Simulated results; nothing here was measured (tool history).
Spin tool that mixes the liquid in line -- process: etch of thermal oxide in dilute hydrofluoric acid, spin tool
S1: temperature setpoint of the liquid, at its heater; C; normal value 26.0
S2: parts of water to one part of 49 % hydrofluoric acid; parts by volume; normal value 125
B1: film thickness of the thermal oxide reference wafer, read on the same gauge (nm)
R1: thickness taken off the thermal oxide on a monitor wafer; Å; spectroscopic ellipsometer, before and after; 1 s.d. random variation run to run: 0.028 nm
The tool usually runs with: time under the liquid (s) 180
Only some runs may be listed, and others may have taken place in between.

{"run": 1, "day": 0.0, "S1": 26.0, "S2": 125, "time under the liquid (s)": 180, "B1": 40.0, "R1": 66.7}
{"day": 0.475, "done": "hydrofluoric acid flow meter replaced"}
{"run": 2, "day": 3.667, "S1": 26.0, "S2": 125, "time under the liquid (s)": 180, "B1": 39.98, "R1": 69.6}
{"run": 3, "day": 7.788, "S1": 26.0, "S2": 125, "time under the liquid (s)": 180, "B1": 40.0, "R1": 68.8}
{"run": 4, "day": 10.246, "S1": 26.0, "S2": 100, "time under the liquid (s)": 180, "B1": 39.98, "R1": 88.6}
{"run": 5, "day": 12.346, "S1": 26.0, "S2": 100, "time under the liquid (s)": 180, "B1": 40.02, "R1": 89.7}
{"run": 6, "day": 16.708, "S1": 26.0, "S2": 125, "time under the liquid (s)": 180, "B1": 39.99, "R1": 68.9}
{"run": 7, "day": 18.475, "S1": 26.0, "S2": 125, "time under the liquid (s)": 180, "B1": 39.95, "R1": 68.0}
{"run": 8, "day": 22.783, "S1": 25.0, "S2": 125, "time under the liquid (s)": 180, "B1": 40.01, "R1": 65.5}
{"run": 9, "day": 25.396, "S1": 26.0, "S2": 125, "time under the liquid (s)": 180, "B1": 40.04, "R1": 67.7}
{"run": 10, "day": 27.646, "S1": 26.0, "S2": 125, "time under the liquid (s)": 180, "B1": 40.01, "R1": 67.5}
{"run": 11, "day": 29.858, "S1": 26.0, "S2": 125, "time under the liquid (s)": 180, "B1": 40.04, "R1": 67.9}
{"day": 30.738, "done": "hydrofluoric acid flow meter replaced"}
{"day": 31.917, "done": "thermometer replaced"}
{"run": 12, "day": 32.238, "S1": 26.0, "S2": 80, "time under the liquid (s)": 180, "B1": 39.98, "R1": 116.0}
{"day": 32.904, "done": "gauge calibrated"}
{"run": 13, "day": 35.45, "S1": 26.0, "S2": 125, "time under the liquid (s)": 180, "B1": 39.97, "R1": 68.6}
{"run": 14, "day": 40.125, "S1": 24.0, "S2": 110, "time under the liquid (s)": 110, "B1": 39.98, "R1": 45.1}
{"run": 15, "day": 43.162, "S1": 30.5, "S2": 90, "time under the liquid (s)": 180, "B1": 39.96, "R1": 118.1}
{"run": 16, "day": 45.946, "S1": 26.0, "S2": 125, "time under the liquid (s)": 240, "B1": 39.98, "R1": 91.0}
{"run": 17, "day": 49.383, "S1": 26.0, "S2": 125, "time under the liquid (s)": 235, "B1": 40.0, "R1": 89.3}
{"run": 18, "day": 51.862, "S1": 26.0, "S2": 125, "time under the liquid (s)": 235, "B1": 39.97, "R1": 88.4}
{"run": 19, "day": 54.871, "S1": 26.0, "S2": 70, "time under the liquid (s)": 230, "B1": 40.0, "R1": 166.7}
{"run": 20, "day": 57.992, "S1": 29.5, "S2": 150, "time under the liquid (s)": 245, "B1": 40.02, "R1": 84.2}
{"run": 21, "day": 63.704, "S1": 27.5, "S2": 145, "time under the liquid (s)": 90, "B1": 40.01, "R1": 29.8}
{"run": 22, "day": 66.692, "S1": 21.5, "S2": 70, "time under the liquid (s)": 280, "B1": 40.01, "R1": 166.1}

4 ways to go on from here, each from the tool as it stands after run 22. What would each give?
{"run": "A", "day": 66.712, "S1": 26.0, "S2": 125, "time under the liquid (s)": 180, "B1": "?", "R1": "?"}
{"run": "B", "day": 66.712, "S1": 30.5, "S2": 180, "time under the liquid (s)": 260, "B1": "?", "R1": "?"}
{"run": "C", "day": 66.712, "S1": 28.5, "S2": 170, "time under the liquid (s)": 180, "B1": "?", "R1": "?"}
{"run": "D", "day": 66.712, "S1": 27.5, "S2": 125, "time under the liquid (s)": 115, "B1": "?", "R1": "?"}

run=A B1=40.01 R1=66.7
run=B B1=40.01 R1=73.4
run=C B1=40.01 R1=50.8
run=D B1=40.01 R1=45.1
Without the tool's hidden state the same runs would have given:
run=A R1=69.7
run=B R1=76.9
run=C R1=53.1
run=D R1=47.1
